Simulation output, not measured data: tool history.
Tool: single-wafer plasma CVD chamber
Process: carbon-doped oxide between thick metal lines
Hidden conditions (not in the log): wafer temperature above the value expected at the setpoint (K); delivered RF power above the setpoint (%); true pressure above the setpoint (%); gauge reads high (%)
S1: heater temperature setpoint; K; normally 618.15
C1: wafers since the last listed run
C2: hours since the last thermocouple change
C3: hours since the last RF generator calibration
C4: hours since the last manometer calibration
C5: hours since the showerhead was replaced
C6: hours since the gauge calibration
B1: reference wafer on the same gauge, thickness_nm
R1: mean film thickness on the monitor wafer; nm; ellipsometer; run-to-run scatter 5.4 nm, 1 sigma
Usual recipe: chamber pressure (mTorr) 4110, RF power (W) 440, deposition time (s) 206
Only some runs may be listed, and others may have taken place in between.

Run 1, hour 0: usual settings; C1 0; C2 1913.7; C3 908.9; C4 2916.2; C5 6425.4; C6 634.2; B1 1158.538. Result: R1 914.904 nm.
Run 2, hour 62: usual settings but RF power (W) 415; C1 469; C2 1975.7; C3 970.9; C4 2978.2; C5 6487.4; C6 696.2; B1 1155.025. Result: R1 859.678 nm.
Run 3, hour 106.5: usual settings but RF power (W) 415; C1 336; C2 2020.2; C3 1015.4; C4 3022.7; C5 6531.9; C6 740.7; B1 1157.906. Result: R1 858.387 nm.
Run 4, hour 167.1: usual settings; C1 458; C2 2080.8; C3 1076; C4 3083.3; C5 6592.5; C6 801.3; B1 1156.918. Result: R1 906.994 nm.
Run 5, hour 199.5: usual settings; C1 245; C2 2113.2; C3 1108.4; C4 3115.7; C5 6624.9; C6 833.7; B1 1155.634. Result: R1 914.925 nm.
Run 6, hour 248.7: usual settings; C1 372; C2 2162.4; C3 1157.6; C4 3164.9; C5 6674.1; C6 882.9; B1 1154.601. Result: R1 903.068 nm.
At hour 304.5: RF generator calibrated.
Run 7, hour 319.4: usual settings; C1 474; C2 2233.1; C3 14.9; C4 3235.6; C5 6744.8; C6 953.6; B1 1156.817. Result: R1 968.13 nm.
At hour 352: capacitance manometer re-zeroed and calibrated.
Run 8, hour 352.5: usual settings; C1 190; C2 2266.2; C3 48; C4 0.5; C5 6777.9; C6 986.7; B1 1158.482. Result: R1 969.395 nm.
Run 9, hour 374.5: usual settings; C1 166; C2 2288.2; C3 70; C4 22.5; C5 6799.9; C6 1008.7; B1 1156.964. Result: R1 955.522 nm.
At hour 382.3: gauge calibrated.
Run 10, hour 407.7: usual settings; C1 251; C2 2321.4; C3 103.2; C4 55.7; C5 6833.1; C6 25.4; B1 1158.237. Result: R1 954.689 nm.
Run 11, hour 476: usual settings but S1 606.15 K, chamber pressure (mTorr) 3150, RF power (W) 495, deposition time (s) 196; C1 517; C2 2389.7; C3 171.5; C4 124; C5 6901.4; C6 93.7; B1 1156.971. Result: R1 994.747 nm.
Run 12, hour 511.4: usual settings but S1 627.15 K, deposition time (s) 187; C1 268; C2 2425.1; C3 206.9; C4 159.4; C5 6936.8; C6 129.1; B1 1155.987. Result: R1 847.99 nm.
At hour 554.1: showerhead replaced.
At hour 701.8: thermocouple changed; heater temperature recalibrated.
Run 13, hour 702.3: usual settings; C1 1324; C2 0.5; C3 397.8; C4 350.3; C5 148.2; C6 320; B1 1155.21. Result: R1 921.116 nm.

Run 14, settings as shown, results not yet in. Your forecast:
Run 14, hour 728.2: usual settings but chamber pressure (mTorr) 4510, RF power (W) 515; C1 196; C2 26.4; C3 423.7; C4 376.2; C5 174.1; C6 345.9; B1 ?. Result: R1 ?.

Run 14 measured B1 1155.985, R1 1080.973 nm.
Minus the tool's unlogged condition, the same run would have read R1 1133.034 nm.
